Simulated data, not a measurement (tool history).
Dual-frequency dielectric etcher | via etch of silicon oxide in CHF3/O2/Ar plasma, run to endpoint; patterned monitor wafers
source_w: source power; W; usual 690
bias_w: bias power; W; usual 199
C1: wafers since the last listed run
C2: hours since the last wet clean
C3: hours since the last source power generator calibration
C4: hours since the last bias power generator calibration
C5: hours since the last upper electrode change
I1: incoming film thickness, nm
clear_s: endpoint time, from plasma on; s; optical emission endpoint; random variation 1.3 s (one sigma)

run 1 hour=0 | source_w=690 bias_w=199 | C1=0 C2=358.8 C3=2637.8 C4=1899.8 C5=3308.9 | I1=799.6 | clear_s=391.3
run 2 hour=10.4 | source_w=690 bias_w=199 | C1=54 C2=369.2 C3=2648.2 C4=1910.2 C5=3319.3 | I1=811 | clear_s=399
run 3 hour=18 | source_w=690 bias_w=199 | C1=39 C2=376.8 C3=2655.8 C4=1917.8 C5=3326.9 | I1=805.1 | clear_s=393.2
run 4 hour=25 | source_w=690 bias_w=199 | C1=36 C2=383.8 C3=2662.8 C4=1924.8 C5=3333.9 | I1=805 | clear_s=394.2
-- hour=49.5 wet clean of the chamber
-- hour=50.1 source power generator calibrated
-- hour=58.4 upper electrode replaced
run 5 hour=58.9 | source_w=600 bias_w=199 | C1=4 C2=9.4 C3=8.8 C4=1958.7 C5=0.5 | I1=806.7 | clear_s=397.5
run 6 hour=59.3 | source_w=600 bias_w=199 | C1=2 C2=9.8 C3=9.2 C4=1959.1 C5=0.9 | I1=808.7 | clear_s=397.9
run 7 hour=59.8 | source_w=780 bias_w=199 | C1=2 C2=10.3 C3=9.7 C4=1959.6 C5=1.4 | I1=804.7 | clear_s=360.6
run 8 hour=70 | source_w=620 bias_w=164 | C1=53 C2=20.5 C3=19.9 C4=1969.8 C5=11.6 | I1=805.1 | clear_s=414.8
-- hour=74.4 bias power generator calibrated
run 9 hour=78.8 | source_w=690 bias_w=235 | C1=25 C2=29.3 C3=28.7 C4=4.4 C5=20.4 | I1=804.6 | clear_s=362.3
run 10 hour=86 | source_w=690 bias_w=199 | C1=37 C2=36.5 C3=35.9 C4=11.6 C5=27.6 | I1=807 | clear_s=381.4
run 11 hour=111.3 | source_w=590 bias_w=215 | C1=132 C2=61.8 C3=61.2 C4=36.9 C5=52.9 | I1=807.6 | clear_s=396.6
run 12 hour=127.6 | source_w=790 bias_w=199 | C1=85 C2=78.1 C3=77.5 C4=53.2 C5=69.2 | I1=806.2 | clear_s=363.8
run 13 hour=135.7 | source_w=690 bias_w=215 | C1=42 C2=86.2 C3=85.6 C4=61.3 C5=77.3 | I1=813.4 | clear_s=378.8
run 14 hour=153.2 | source_w=690 bias_w=199 | C1=91 C2=103.7 C3=103.1 C4=78.8 C5=94.8 | I1=805.3 | clear_s=379.9

Forecast each of these 5 alternatives for the next run:
run A hour=153.7 | source_w=530 bias_w=199 | C1=2 C2=104.2 C3=103.6 C4=79.3 C5=95.3 | I1=801.5 | clear_s=?
run B hour=153.7 | source_w=850 bias_w=237 | C1=2 C2=104.2 C3=103.6 C4=79.3 C5=95.3 | I1=801.5 | clear_s=?
run C hour=153.7 | source_w=570 bias_w=199 | C1=2 C2=104.2 C3=103.6 C4=79.3 C5=95.3 | I1=801.5 | clear_s=?
run D hour=153.7 | source_w=850 bias_w=184 | C1=2 C2=104.2 C3=103.6 C4=79.3 C5=95.3 | I1=801.5 | clear_s=?
run E hour=153.7 | source_w=810 bias_w=237 | C1=2 C2=104.2 C3=103.6 C4=79.3 C5=95.3 | I1=801.5 | clear_s=?

run=A clear_s=414.4
run=B clear_s=333
run=C clear_s=403.9
run=D clear_s=357.1
run=E clear_s=338.8
Without the tool's hidden state the same runs would have given:
run=A clear_s=411.2
run=B clear_s=330.4
run=C clear_s=400.8
run=D clear_s=354.3
run=E clear_s=336.2
